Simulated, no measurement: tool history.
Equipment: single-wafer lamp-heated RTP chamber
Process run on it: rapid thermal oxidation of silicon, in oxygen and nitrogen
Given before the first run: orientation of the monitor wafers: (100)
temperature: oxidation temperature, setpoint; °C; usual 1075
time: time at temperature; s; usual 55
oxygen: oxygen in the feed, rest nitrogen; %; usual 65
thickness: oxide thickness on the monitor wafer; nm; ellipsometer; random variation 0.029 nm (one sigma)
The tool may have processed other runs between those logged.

run   hour  temperature  time  oxygen  read-back reference wafer on the same gauge, thickness  thickness
  1      0         1075    55      74                                                  10.627     10.126
      21.7  -- pyrometer window cleaned and pyrometer calibrated
  2   32.6         1075    55      65                                                  10.636      9.423
  3   53.4         1075    55      65                                                  10.622      9.413
  4     66         1075    55      65                                                  10.633      9.459
  5   81.2         1075    55      65                                                  10.632      9.404
  6     99         1075    55      65                                                  10.631      9.368
  7  118.7         1075    55      65                                                  10.631      9.472
  8    131         1075    55      65                                                  10.637      9.465
  9  149.5         1075    55      65                                                  10.641      9.464
 10  178.9         1097    55      65                                                  10.626      10.97
 11  256.8         1097    55      65                                                  10.641     10.956
 12  269.5         1075    43      65                                                  10.632      8.536
 13  283.8         1075    43      65                                                  10.627      8.535
 14  305.9         1075    43      65                                                  10.646      8.545
     316.8  -- oxygen flow controller replaced
 15  320.9         1075    40      65                                                  10.625      8.284
 16  341.1         1075    40      65                                                   10.63      8.291
     370.8  -- pyrometer window cleaned and pyrometer calibrated
 17  371.3         1075    55      65                                                  10.634      9.396
 18  382.1         1075    55      65                                                  10.631      9.422
 19  411.6         1052    40      90                                                   10.63      7.915
 20  432.5         1075    43      65                                                  10.627      8.462
 21  462.7         1062    36      75                                                  10.623      7.552
 22  480.6         1075    55      65                                                  10.622      9.467
 23  512.4         1052    38      65                                                  10.636      6.911
 24    528         1075    55      65                                                  10.632      9.529
 25  545.4         1094    76      49                                                  10.631      11.18
 26  573.5         1046    71      74                                                  10.636      9.145
 27  597.3         1066    55      65                                                  10.622      8.954
 28    624         1087    55      65                                                  10.628     10.294
     635.9  -- gauge calibrated
 29  638.7         1094    55      65                                                  10.633     10.733
 30  661.4         1075    55      65                                                  10.636      9.537
 31  676.2         1075    55      65                                                  10.631      9.573
 32  705.6         1075    55      65                                                  10.629      9.556
 33  721.5         1098    82      55                                                  10.636     12.433
 34  755.3         1083    55      42                                                  10.629      8.651
     785.7  -- pyrometer window cleaned and pyrometer calibrated
 35  786.2         1075    80      74                                                  10.624     11.672
 36  804.1         1075    55      93                                                  10.623     10.737
 37  828.4         1075    55      65                                                  10.626      9.452
 38  849.3         1062    40      52                                                  10.635      6.989

What was the tool's hidden state at every run in the log?
deviation of the oxygen flow from its setpoint, %: 0 in every run
gauge reads high (%): 0 in every run
H1: true wafer temperature minus pyrometer reading, K
run      H1
  1    3.27
  2   0.111
  3   0.282
  4   0.385
  5    0.51
  6   0.656
  7   0.818
  8   0.919
  9    1.07
 10    1.31
 11    1.95
 12    2.06
 13    2.17
 14    2.36
 15    2.48
 16    2.64
 17  0.0973
 18   0.186
 19   0.428
 20     0.6
 21   0.848
 22   0.995
 23    1.26
 24    1.38
 25    1.53
 26    1.76
 27    1.95
 28    2.17
 29    2.29
 30    2.48
 31     2.6
 32    2.84
 33    2.97
 34    3.25
 35   0.158
 36   0.305
 37   0.504
 38   0.676

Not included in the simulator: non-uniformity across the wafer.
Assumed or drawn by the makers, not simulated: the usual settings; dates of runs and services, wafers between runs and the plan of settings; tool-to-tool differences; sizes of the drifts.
